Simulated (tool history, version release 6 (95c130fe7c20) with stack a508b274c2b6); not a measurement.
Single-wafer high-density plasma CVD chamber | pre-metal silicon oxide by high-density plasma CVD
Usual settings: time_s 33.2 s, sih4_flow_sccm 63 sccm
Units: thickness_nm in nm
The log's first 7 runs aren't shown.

| run | day | time_s | sih4_flow_sccm | wafers since the last listed run | hours since the silane flow controller was replaced | hours since the gauge calibration | read-back reference wafer on the same gauge, thickness_nm | thickness_nm |
|---|---|---|---|---|---|---|---|---|
| 8 | 19.638 | 29.5 | 63 | 845 | 1160.4 | 140.8 | 221.971 | 170.924 |
| 9 | 21.392 | 33.2 | 63 | 959 | 1202.5 | 182.9 | 221.947 | 193.029 |
| 10 | 23.379 | 33.2 | 63 | 1087 | 1250.2 | 230.6 | 221.87 | 190.52 |
| 11 | 26.262 | 33.2 | 63 | 1577 | 1319.4 | 299.8 | 222.179 | 194.537 |
| 12 | 27.742 | 33.2 | 63 | 809 | 1354.9 | 335.3 | 222.094 | 193.561 |
| 13 | 29.583 | 33.2 | 63 | 1007 | 1399.1 | 379.5 | 221.94 | 191.906 |
| 14 | 30.933 | 33.2 | 63 | 738 | 1431.5 | 411.9 | 222.23 | 195.04 |
| 15 | 33.888 | 33.2 | 63 | 1616 | 1502.4 | 482.8 | 221.888 | 195.298 |
| 16 | 36.071 | 29.3 | 63 | 1194 | 1554.8 | 535.2 | 221.899 | 170.425 |
| 17 | 37.792 | 38.4 | 55 | 941 | 1596.1 | 576.5 | 222.036 | 203.828 |

Run 18 comes next. What will it give?
| 18 | 40.283 | 33.2 | 63 | 1363 | 1655.9 | 636.3 | ? | ? |

read-back reference wafer on the same gauge, thickness_nm: 221.823
thickness_nm: 196.207 nm
Without the tool's hidden state the same run would have given thickness_nm 190.075 nm.

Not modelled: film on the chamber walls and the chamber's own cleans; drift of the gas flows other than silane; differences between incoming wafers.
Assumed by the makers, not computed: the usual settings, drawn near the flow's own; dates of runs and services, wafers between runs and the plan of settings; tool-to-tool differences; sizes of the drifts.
